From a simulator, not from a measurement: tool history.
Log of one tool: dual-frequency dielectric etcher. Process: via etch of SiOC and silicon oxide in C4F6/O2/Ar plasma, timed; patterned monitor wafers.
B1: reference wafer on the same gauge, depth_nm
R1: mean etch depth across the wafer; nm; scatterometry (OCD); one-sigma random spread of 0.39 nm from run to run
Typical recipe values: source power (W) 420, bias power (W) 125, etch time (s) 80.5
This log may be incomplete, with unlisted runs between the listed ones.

run 1 hour=0.0 | source_power_(W)=420 bias_power_(W)=147 etch_time_(s)=80.5 | B1=88.3 | R1=80.7
run 2 hour=17.3 | source_power_(W)=420 bias_power_(W)=147 etch_time_(s)=80.5 | B1=88.5 | R1=81.0
run 3 hour=69.9 | source_power_(W)=490 bias_power_(W)=125 etch_time_(s)=66.0 | B1=88.5 | R1=67.5
run 4 hour=84.1 | source_power_(W)=490 bias_power_(W)=125 etch_time_(s)=66.0 | B1=88.6 | R1=67.3
run 5 hour=91.4 | source_power_(W)=490 bias_power_(W)=125 etch_time_(s)=66.0 | B1=88.5 | R1=67.6
run 6 hour=106.5 | source_power_(W)=420 bias_power_(W)=125 etch_time_(s)=69.0 | B1=88.6 | R1=66.3
-- hour=136.1 wet clean of the chamber
-- hour=140.7 upper electrode replaced
run 7 hour=141.2 | source_power_(W)=420 bias_power_(W)=125 etch_time_(s)=69.0 | B1=88.6 | R1=66.3
run 8 hour=141.5 | source_power_(W)=420 bias_power_(W)=125 etch_time_(s)=69.0 | B1=88.5 | R1=66.4
run 9 hour=141.8 | source_power_(W)=420 bias_power_(W)=125 etch_time_(s)=80.5 | B1=88.5 | R1=77.6
run 10 hour=165.1 | source_power_(W)=420 bias_power_(W)=125 etch_time_(s)=80.5 | B1=88.5 | R1=77.7
-- hour=169.6 gauge calibrated
run 11 hour=176.4 | source_power_(W)=420 bias_power_(W)=125 etch_time_(s)=80.5 | B1=88.7 | R1=77.1
run 12 hour=187.4 | source_power_(W)=420 bias_power_(W)=101 etch_time_(s)=64.0 | B1=88.5 | R1=57.8
run 13 hour=220.2 | source_power_(W)=450 bias_power_(W)=149 etch_time_(s)=95.5 | B1=88.4 | R1=98.6
run 14 hour=231.4 | source_power_(W)=420 bias_power_(W)=125 etch_time_(s)=59.5 | B1=88.5 | R1=57.0
run 15 hour=246.7 | source_power_(W)=390 bias_power_(W)=97 etch_time_(s)=71.0 | B1=88.6 | R1=62.4
-- hour=253.1 source power generator calibrated
-- hour=264.4 bias power generator calibrated
run 16 hour=264.9 | source_power_(W)=390 bias_power_(W)=98 etch_time_(s)=86.5 | B1=88.7 | R1=76.0
run 17 hour=274.1 | source_power_(W)=420 bias_power_(W)=125 etch_time_(s)=80.5 | B1=88.3 | R1=77.4
run 18 hour=282.7 | source_power_(W)=460 bias_power_(W)=112 etch_time_(s)=73.0 | B1=88.4 | R1=71.2
run 19 hour=296.3 | source_power_(W)=420 bias_power_(W)=125 etch_time_(s)=80.5 | B1=88.5 | R1=76.5
run 20 hour=307.8 | source_power_(W)=420 bias_power_(W)=125 etch_time_(s)=80.5 | B1=88.4 | R1=77.2
run 21 hour=323.1 | source_power_(W)=420 bias_power_(W)=142 etch_time_(s)=80.5 | B1=88.6 | R1=79.4
run 22 hour=338.8 | source_power_(W)=350 bias_power_(W)=105 etch_time_(s)=61.0 | B1=88.5 | R1=52.4

Each row is a separate what-if for the run after 22, all from the same tool condition, not one after another. Results?
run A hour=339.2 | source_power_(W)=420 bias_power_(W)=150 etch_time_(s)=80.5 | B1=? | R1=?
run B hour=339.2 | source_power_(W)=420 bias_power_(W)=125 etch_time_(s)=65.5 | B1=? | R1=?
run C hour=339.2 | source_power_(W)=360 bias_power_(W)=125 etch_time_(s)=99.0 | B1=? | R1=?
run D hour=339.2 | source_power_(W)=460 bias_power_(W)=125 etch_time_(s)=61.0 | B1=? | R1=?
run E hour=339.2 | source_power_(W)=510 bias_power_(W)=142 etch_time_(s)=103.5 | B1=? | R1=?

run=A B1=88.6 R1=81.8
run=B B1=88.6 R1=63.3
run=C B1=88.6 R1=90.2
run=D B1=88.6 R1=61.1
run=E B1=88.6 R1=111.6
Stripped of hidden state, with their random variation kept, the same runs would have yielded:
run=A R1=81.8
run=B R1=63.3
run=C R1=90.2
run=D R1=61.1
run=E R1=111.6
